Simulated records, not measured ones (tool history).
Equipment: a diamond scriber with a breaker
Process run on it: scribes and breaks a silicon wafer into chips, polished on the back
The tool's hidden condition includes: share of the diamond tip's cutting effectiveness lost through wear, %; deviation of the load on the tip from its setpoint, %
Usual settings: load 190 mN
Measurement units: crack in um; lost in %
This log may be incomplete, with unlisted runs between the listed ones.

| run | hour | load | wafers since the last listed run | hours since the diamond tip was replaced | hours since the load on the tip was calibrated | incoming depth of the damage left on the back of the incoming wafer, um | crack | lost |
|---|---|---|---|---|---|---|---|---|
| 1 | 0 | 190 | 0 | 366.8 | 885.8 | 0.02 | 12 | 3.73 |
| 2 | 7.7 | 190 | 34 | 374.5 | 893.5 | 0.03 | 12.01 | 3.71 |
| 3 | 19.1 | 209 | 51 | 385.9 | 904.9 | 0.03 | 13.24 | 1.58 |
| 4 | 29.7 | 209 | 47 | 396.5 | 915.5 | 0.05 | 13.69 | 1.67 |
| 5 | 37 | 209 | 32 | 403.8 | 922.8 | 0.04 | 13.35 | 1.69 |
| 6 | 44.4 | 222 | 33 | 411.2 | 930.2 | 0.01 | 14.06 | 1.57 |
| 7 | 53.3 | 202 | 40 | 420.1 | 939.1 | 0.02 | 12.92 | 2.21 |
| 8 | 68.9 | 202 | 70 | 435.7 | 954.7 | 0.02 | 12.81 | 2.47 |
| 9 | 77.7 | 202 | 39 | 444.5 | 963.5 | 0.04 | 12.67 | 2.45 |
| 10 | 89.1 | 226 | 51 | 455.9 | 974.9 | 0.05 | 14.26 | 1.78 |
| 11 | 137.9 | 242 | 220 | 504.7 | 1023.7 | 0.01 | 14.95 | 2.64 |
| 12 | 149.1 | 219 | 50 | 515.9 | 1034.9 | 0.03 | 13.3 | 1.57 |
|  | 167.1 | diamond tip replaced by a new one |
| 13 | 167.6 | 236 | 74 | 0.5 | 1053.4 | 0.03 | 16.92 | 9.28 |
|  | 189.4 | load on the tip recalibrated |
| 14 | 207.6 | 190 | 171 | 40.5 | 18.2 | 0.03 | 13.34 | 1.53 |
| 15 | 222.7 | 190 | 68 | 55.6 | 33.3 | 0.03 | 13.61 | 1.53 |
| 16 | 260.1 | 168 | 168 | 93 | 70.7 | 0.05 | 11.52 | 5.85 |
| 17 | 270.3 | 170 | 46 | 103.2 | 80.9 | 0.03 | 11.75 | 5.33 |
| 18 | 276.4 | 190 | 27 | 109.3 | 87 | 0.02 | 13.29 | 1.68 |
| 19 | 283.4 | 214 | 31 | 116.3 | 94 | 0.04 | 14.82 | 2.78 |
| 20 | 299.2 | 143 | 71 | 132.1 | 109.8 | 0.03 | 9.34 | 21.24 |

Alternative continuations, all from the tool just after run 20; predict every row:
| A | 299.8 | 207 | 2 | 132.7 | 110.4 | 0.05 | ? | ? |
| B | 299.8 | 137 | 2 | 132.7 | 110.4 | 0.05 | ? | ? |
| C | 299.8 | 174 | 2 | 132.7 | 110.4 | 0.05 | ? | ? |

| run | crack | lost |
|---|---|---|
| A | 14.61 | 1.97 |
| B | 9.1 | 27.41 |
| C | 12.17 | 4.33 |
The same runs, with their run-to-run variation unchanged, on a tool lacking any hidden condition would have given:
| run | crack | lost |
|---|---|---|
| A | 15.13 | 2.8 |
| B | 9.43 | 23.8 |
| C | 12.6 | 3.02 |

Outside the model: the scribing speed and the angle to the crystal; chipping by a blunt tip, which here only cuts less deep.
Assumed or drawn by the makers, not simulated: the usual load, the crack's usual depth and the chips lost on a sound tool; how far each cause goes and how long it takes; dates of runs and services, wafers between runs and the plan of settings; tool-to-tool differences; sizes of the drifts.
